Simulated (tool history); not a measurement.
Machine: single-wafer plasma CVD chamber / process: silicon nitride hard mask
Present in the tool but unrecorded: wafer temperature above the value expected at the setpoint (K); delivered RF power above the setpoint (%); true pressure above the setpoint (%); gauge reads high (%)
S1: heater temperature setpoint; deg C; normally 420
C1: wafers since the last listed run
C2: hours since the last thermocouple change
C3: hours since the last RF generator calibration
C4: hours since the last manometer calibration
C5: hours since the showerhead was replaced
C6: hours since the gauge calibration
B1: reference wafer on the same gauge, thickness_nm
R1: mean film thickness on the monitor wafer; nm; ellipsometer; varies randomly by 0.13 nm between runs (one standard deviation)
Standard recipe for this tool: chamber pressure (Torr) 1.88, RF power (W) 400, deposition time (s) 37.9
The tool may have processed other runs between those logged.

Run 1, hour 0: usual settings; C1 0; C2 270.2; C3 612.3; C4 871.7; C5 7654.5; C6 2475.8; B1 40.693. Result: R1 49.823 nm.
Run 2, hour 67.6: usual settings; C1 1346; C2 337.8; C3 679.9; C4 939.3; C5 7722.1; C6 2543.4; B1 40.707. Result: R1 49.525 nm.
At hour 365.3: capacitance manometer re-zeroed and calibrated.
Run 3, hour 374: usual settings; C1 5943; C2 644.2; C3 986.3; C4 8.7; C5 8028.5; C6 2849.8; B1 40.697. Result: R1 50.242 nm.
Run 4, hour 420.7: usual settings; C1 930; C2 690.9; C3 1033; C4 55.4; C5 8075.2; C6 2896.5; B1 40.717. Result: R1 49.887 nm.
Run 5, hour 501.6: usual settings but RF power (W) 430; C1 1611; C2 771.8; C3 1113.9; C4 136.3; C5 8156.1; C6 2977.4; B1 40.689. Result: R1 52.731 nm.
Run 6, hour 602.7: usual settings but S1 428 deg C, chamber pressure (Torr) 1.63; C1 2013; C2 872.9; C3 1215; C4 237.4; C5 8257.2; C6 3078.5; B1 40.681. Result: R1 47.812 nm.
Run 7, hour 649: usual settings; C1 922; C2 919.2; C3 1261.3; C4 283.7; C5 8303.5; C6 3124.8; B1 40.705. Result: R1 49.826 nm.
Run 8, hour 706.8: usual settings but RF power (W) 325; C1 1151; C2 977; C3 1319.1; C4 341.5; C5 8361.3; C6 3182.6; B1 40.682. Result: R1 42.688 nm.
Run 9, hour 777: usual settings; C1 1398; C2 1047.2; C3 1389.3; C4 411.7; C5 8431.5; C6 3252.8; B1 40.696. Result: R1 49.641 nm.
Run 10, hour 857.4: usual settings; C1 1601; C2 1127.6; C3 1469.7; C4 492.1; C5 8511.9; C6 3333.2; B1 40.729. Result: R1 49.889 nm.
Run 11, hour 915.3: usual settings but S1 411 deg C; C1 1153; C2 1185.5; C3 1527.6; C4 550; C5 8569.8; C6 3391.1; B1 40.678. Result: R1 50.032 nm.
At hour 977.4: RF generator calibrated.
Run 12, hour 984.3: usual settings but S1 416 deg C; C1 1214; C2 1254.5; C3 6.9; C4 619; C5 8638.8; C6 3460.1; B1 40.709. Result: R1 49.997 nm.
Run 13, hour 1081.8: usual settings; C1 1941; C2 1352; C3 104.4; C4 716.5; C5 8736.3; C6 3557.6; B1 40.711. Result: R1 49.784 nm.
Run 14, hour 1167.7: usual settings but chamber pressure (Torr) 1.54, deposition time (s) 45; C1 1710; C2 1437.9; C3 190.3; C4 802.4; C5 8822.2; C6 3643.5; B1 40.711. Result: R1 55.567 nm.
Run 15, hour 1240.3: usual settings but deposition time (s) 43.6; C1 1445; C2 1510.5; C3 262.9; C4 875; C5 8894.8; C6 3716.1; B1 40.7. Result: R1 57.445 nm.
Run 16, hour 1281.2: usual settings but S1 406 deg C, deposition time (s) 40.6; C1 814; C2 1551.4; C3 303.8; C4 915.9; C5 8935.7; C6 3757; B1 40.691. Result: R1 53.838 nm.
Run 17, hour 1370.8: usual settings; C1 1784; C2 1641; C3 393.4; C4 1005.5; C5 9025.3; C6 3846.6; B1 40.71. Result: R1 49.668 nm.
At hour 1436.9: showerhead replaced.
Run 18, hour 1566: usual settings but S1 426 deg C, RF power (W) 360; C1 3728; C2 1836.2; C3 588.6; C4 1200.7; C5 129.1; C6 4041.8; B1 40.692. Result: R1 45.645 nm.
At hour 1676.3: capacitance manometer re-zeroed and calibrated.
At hour 1800.7: thermocouple changed; heater temperature recalibrated.
At hour 1826.1: gauge calibrated.
Run 19, hour 1850.8: usual settings; C1 5353; C2 50.1; C3 873.4; C4 174.5; C5 413.9; C6 24.7; B1 40.698. Result: R1 50.129 nm.
Run 20, hour 1904.2: usual settings; C1 1063; C2 103.5; C3 926.8; C4 227.9; C5 467.3; C6 78.1; B1 40.695. Result: R1 50.053 nm.
Run 21, hour 2011.7: usual settings but S1 426 deg C, chamber pressure (Torr) 1.55, RF power (W) 470, deposition time (s) 31.4; C1 2141; C2 211; C3 1034.3; C4 335.4; C5 574.8; C6 185.6; B1 40.706. Result: R1 43.698 nm.
Run 22, hour 2089.2: usual settings; C1 1543; C2 288.5; C3 1111.8; C4 412.9; C5 652.3; C6 263.1; B1 40.683. Result: R1 50.164 nm.
Run 23, hour 2160.6: usual settings but deposition time (s) 31.1; C1 1422; C2 359.9; C3 1183.2; C4 484.3; C5 723.7; C6 334.5; B1 40.693. Result: R1 41.036 nm.
Run 24, hour 2226.5: usual settings; C1 1312; C2 425.8; C3 1249.1; C4 550.2; C5 789.6; C6 400.4; B1 40.711. Result: R1 49.886 nm.
Run 25, hour 2481.8: usual settings but S1 428 deg C, chamber pressure (Torr) 1.58, deposition time (s) 42.1; C1 5084; C2 681.1; C3 1504.4; C4 805.5; C5 1044.9; C6 655.7; B1 40.707. Result: R1 52.459 nm.
Run 26, hour 2551.5: usual settings but S1 413 deg C, chamber pressure (Torr) 1.49, RF power (W) 430, deposition time (s) 34.1; C1 1388; C2 750.8; C3 1574.1; C4 875.2; C5 1114.6; C6 725.4; B1 40.678. Result: R1 43.798 nm.
Run 27, hour 2637.7: usual settings but S1 411 deg C, chamber pressure (Torr) 2.04, deposition time (s) 43.4; C1 1716; C2 837; C3 1660.3; C4 961.4; C5 1200.8; C6 811.6; B1 40.702. Result: R1 58.559 nm.

Here are 5 independent what-if runs from the current tool condition. What would each one return?
Run A, hour 2638.1: usual settings; C1 7; C2 837.4; C3 1660.7; C4 961.8; C5 1201.2; C6 812; B1 ?. Result: R1 ?.
Run B, hour 2638.1: usual settings but deposition time (s) 41.1; C1 7; C2 837.4; C3 1660.7; C4 961.8; C5 1201.2; C6 812; B1 ?. Result: R1 ?.
Run C, hour 2638.1: usual settings but S1 428 deg C, RF power (W) 370; C1 7; C2 837.4; C3 1660.7; C4 961.8; C5 1201.2; C6 812; B1 ?. Result: R1 ?.
Run D, hour 2638.1: usual settings but S1 411 deg C, chamber pressure (Torr) 1.53, RF power (W) 350, deposition time (s) 34.1; C1 7; C2 837.4; C3 1660.7; C4 961.8; C5 1201.2; C6 812; B1 ?. Result: R1 ?.
Run E, hour 2638.1: usual settings but RF power (W) 360, deposition time (s) 33.5; C1 7; C2 837.4; C3 1660.7; C4 961.8; C5 1201.2; C6 812; B1 ?. Result: R1 ?.

run      B1      R1
  A  40.711   49.72
  B  40.711  53.908
  C  40.711  46.796
  D  40.711  38.169
  E  40.711  40.655
Stripped of hidden state, with their random variation kept, the same runs would have yielded:
run      R1
  A  50.088
  B  54.308
  C  47.143
  D   38.47
  E  40.957

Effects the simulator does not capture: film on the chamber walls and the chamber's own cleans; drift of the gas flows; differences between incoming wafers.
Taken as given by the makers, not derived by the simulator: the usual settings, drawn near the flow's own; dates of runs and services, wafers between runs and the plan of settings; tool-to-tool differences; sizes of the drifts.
